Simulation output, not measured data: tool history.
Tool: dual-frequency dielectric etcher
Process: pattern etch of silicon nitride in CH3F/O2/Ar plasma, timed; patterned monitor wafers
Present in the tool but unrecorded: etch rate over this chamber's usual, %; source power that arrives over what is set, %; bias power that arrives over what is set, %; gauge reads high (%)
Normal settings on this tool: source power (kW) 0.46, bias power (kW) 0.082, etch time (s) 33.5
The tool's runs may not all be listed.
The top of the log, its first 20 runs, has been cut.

run,hour,source power (kW),bias power (kW),etch time (s),wafers since the last listed run,hours since the last wet clean,hours since the last source power generator calibration,hours since the last bias power generator calibration,hours since the last upper electrode change,hours since the gauge calibration,"read-back reference wafer on the same gauge, depth_nm",mean etch depth across the wafer (Å)
# hour 506.5: gauge calibrated
21,514.1,0.54,0.091,25,233,40.5,3383,360.1,325.9,7.6,26.49,201.4
# hour 533.9: source power generator calibrated
22,542.6,0.46,0.068,33.5,234,69,8.7,388.6,354.4,36.1,26.52,212
23,563.6,0.41,0.075,24.5,200,90,29.7,409.6,375.4,57.1,26.5,153.7
24,597,0.55,0.082,33.5,319,123.4,63.1,443,408.8,90.5,26.49,257.6
25,614,0.46,0.082,33.5,162,140.4,80.1,460,425.8,107.5,26.5,235.1
26,632.9,0.41,0.075,24.5,180,159.3,99,478.9,444.7,126.4,26.5,153.4
27,657.4,0.41,0.075,24.5,234,183.8,123.5,503.4,469.2,150.9,26.51,153.3
28,682.9,0.36,0.077,42,243,209.3,149,528.9,494.7,176.4,26.51,247.5
29,695.2,0.46,0.082,33.5,117,221.6,161.3,541.2,507,188.7,26.48,234
30,730.1,0.51,0.082,24,333,256.5,196.2,576.1,541.9,223.6,26.52,177
31,750.3,0.37,0.072,27,193,276.7,216.4,596.3,562.1,243.8,26.49,154.9

Predict each of these 3 candidate next runs independently; none follows another, all start after run 31:
A,750.7,0.46,0.082,33.5,3,277.1,216.8,596.7,562.5,244.2,?,?
B,750.7,0.53,0.066,28,3,277.1,216.8,596.7,562.5,244.2,?,?
C,750.7,0.46,0.082,42.5,3,277.1,216.8,596.7,562.5,244.2,?,?

run,"read-back reference wafer on the same gauge, depth_nm",mean etch depth across the wafer (Å)
A,26.5,233.5
B,26.5,185.4
C,26.5,296.2
Take away the tool's hidden state, keep each run's random variation, and the runs would have read:
run,mean etch depth across the wafer (Å)
A,236
B,187.4
C,299.4
